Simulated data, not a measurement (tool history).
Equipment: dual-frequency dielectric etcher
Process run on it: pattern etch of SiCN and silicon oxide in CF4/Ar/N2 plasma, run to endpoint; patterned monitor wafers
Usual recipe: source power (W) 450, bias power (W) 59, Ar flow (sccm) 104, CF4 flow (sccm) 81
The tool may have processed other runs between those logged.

| run | day | source power (W) | bias power (W) | Ar flow (sccm) | CF4 flow (sccm) | incoming incoming film thickness, nm | endpoint time (s) |
|---|---|---|---|---|---|---|---|
| 1 | 0.000 | 450 | 59 | 104 | 81 | 10.17 | 12.1 |
| 2 | 1.846 | 450 | 59 | 104 | 81 | 10.16 | 12.1 |
| 3 | 4.600 | 450 | 59 | 104 | 81 | 10.24 | 12.2 |
| 4 | 5.679 | 450 | 59 | 95 | 81 | 10.18 | 12.0 |
| 5 | 7.212 | 450 | 59 | 95 | 81 | 10.29 | 12.2 |
| 6 | 9.296 | 450 | 59 | 104 | 81 | 10.27 | 12.2 |
| 7 | 11.162 | 450 | 59 | 104 | 81 | 10.23 | 12.2 |
| 8 | 13.800 | 450 | 59 | 122 | 81 | 10.15 | 12.5 |
|  | 16.817 | upper electrode replaced |
| 9 | 16.838 | 450 | 71 | 104 | 81 | 10.33 | 11.8 |
|  | 19.117 | wet clean of the chamber |
| 10 | 19.138 | 530 | 45 | 112 | 68 | 10.13 | 12.0 |
|  | 20.162 | Ar flow controller replaced |
| 11 | 21.375 | 450 | 59 | 120 | 81 | 10.19 | 12.4 |
|  | 21.729 | CF4 flow controller replaced |
|  | 22.179 | source power generator calibrated |
|  | 22.325 | bias power generator calibrated |
| 12 | 23.333 | 450 | 55 | 104 | 81 | 10.22 | 12.4 |
| 13 | 24.550 | 450 | 59 | 104 | 81 | 10.21 | 12.3 |
| 14 | 25.562 | 410 | 45 | 120 | 81 | 10.23 | 14.2 |
| 15 | 27.262 | 450 | 59 | 104 | 81 | 10.19 | 12.1 |
| 16 | 29.746 | 390 | 47 | 124 | 91 | 10.21 | 14.4 |
| 17 | 32.362 | 410 | 51 | 104 | 81 | 10.22 | 13.5 |

Consider 4 possible next runs. They are alternatives, not a sequence: every one starts from the tool as it was left by run 17. What does each give?
| A | 32.379 | 450 | 59 | 104 | 89 | 10.27 | ? |
| B | 32.379 | 510 | 45 | 114 | 81 | 10.27 | ? |
| C | 32.379 | 450 | 59 | 104 | 101 | 10.27 | ? |
| D | 32.379 | 420 | 66 | 111 | 81 | 10.27 | ? |

| run | endpoint time (s) |
|---|---|
| A | 12.0 |
| B | 12.1 |
| C | 11.8 |
| D | 12.7 |
The same runs, with their run-to-run variation unchanged, on a tool lacking any hidden condition would have given:
| run | endpoint time (s) |
|---|---|
| A | 12.0 |
| B | 12.1 |
| C | 11.8 |
| D | 12.7 |
